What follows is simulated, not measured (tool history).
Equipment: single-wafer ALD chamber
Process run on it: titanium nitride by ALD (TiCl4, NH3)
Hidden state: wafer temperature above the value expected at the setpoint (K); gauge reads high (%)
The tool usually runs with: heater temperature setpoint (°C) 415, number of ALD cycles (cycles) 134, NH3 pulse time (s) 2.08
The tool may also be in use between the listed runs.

run,hour,heater temperature setpoint (°C),number of ALD cycles (cycles),NH3 pulse time (s),wafers since the last listed run,hours since the last thermocouple change,hours since the showerhead was replaced,hours since the gauge calibration,"read-back reference wafer on the same gauge, thickness_nm",mean film thickness on the monitor wafer (angstrom)
1,0.0,415,153,2.08,0,2045.4,3110.6,281.4,2.456,34.31
2,32.3,415,153,2.08,72,2077.7,3142.9,313.7,2.458,34.35
3,186.2,415,153,2.08,344,2231.6,3296.8,467.6,2.479,34.69
4,218.4,415,134,2.08,72,2263.8,3329.0,499.8,2.482,30.48
5,251.7,415,119,2.08,74,2297.1,3362.3,533.1,2.487,27.17
# hour 260.8: gauge calibrated
6,297.0,415,119,2.08,101,2342.4,3407.6,36.2,2.441,26.46
# hour 310.5: thermocouple changed; heater temperature recalibrated
7,355.0,415,134,2.08,112,44.5,3465.6,94.2,2.443,29.90
8,409.8,415,139,1.60,122,99.3,3520.4,149.0,2.442,30.75
9,442.4,424,109,2.08,73,131.9,3553.0,181.6,2.442,24.41
10,475.9,425,113,1.42,75,165.4,3586.5,215.1,2.447,25.05
# hour 510.8: showerhead replaced
11,511.3,404,134,1.33,61,200.8,0.5,250.5,2.448,29.30
12,538.5,415,134,2.08,60,228.0,27.7,277.7,2.452,30.15
13,609.7,415,134,2.44,159,299.2,98.9,348.9,2.460,30.21
14,658.2,404,113,1.56,108,347.7,147.4,397.4,2.466,24.96
15,719.9,404,113,1.56,138,409.4,209.1,459.1,2.472,25.10
16,778.2,425,134,1.39,130,467.7,267.4,517.4,2.482,30.10

Take each entry between the runs: how does the hidden state at the last listed run before it differ from the hidden state at the first listed run after it?
Logged between run 5 and run 6: gauge calibrated (hour 260.8)
  gauge reads high (%): 1.95 -> -0.00444
  what was measured, less what the result would be without the hidden state, mean film thickness on the monitor wafer (angstrom): +0.52 -> +0.00
Logged between run 6 and run 7: thermocouple changed; heater temperature recalibrated (hour 310.5)
  gauge reads high (%): -0.00444 -> 0.0442
  what was measured, less what the result would be without the hidden state, mean film thickness on the monitor wafer (angstrom): +0.00 -> +0.01
Logged between run 10 and run 11: showerhead replaced (hour 510.8)
  gauge reads high (%): 0.285 -> 0.391
  what was measured, less what the result would be without the hidden state, mean film thickness on the monitor wafer (angstrom): +0.07 -> +0.11
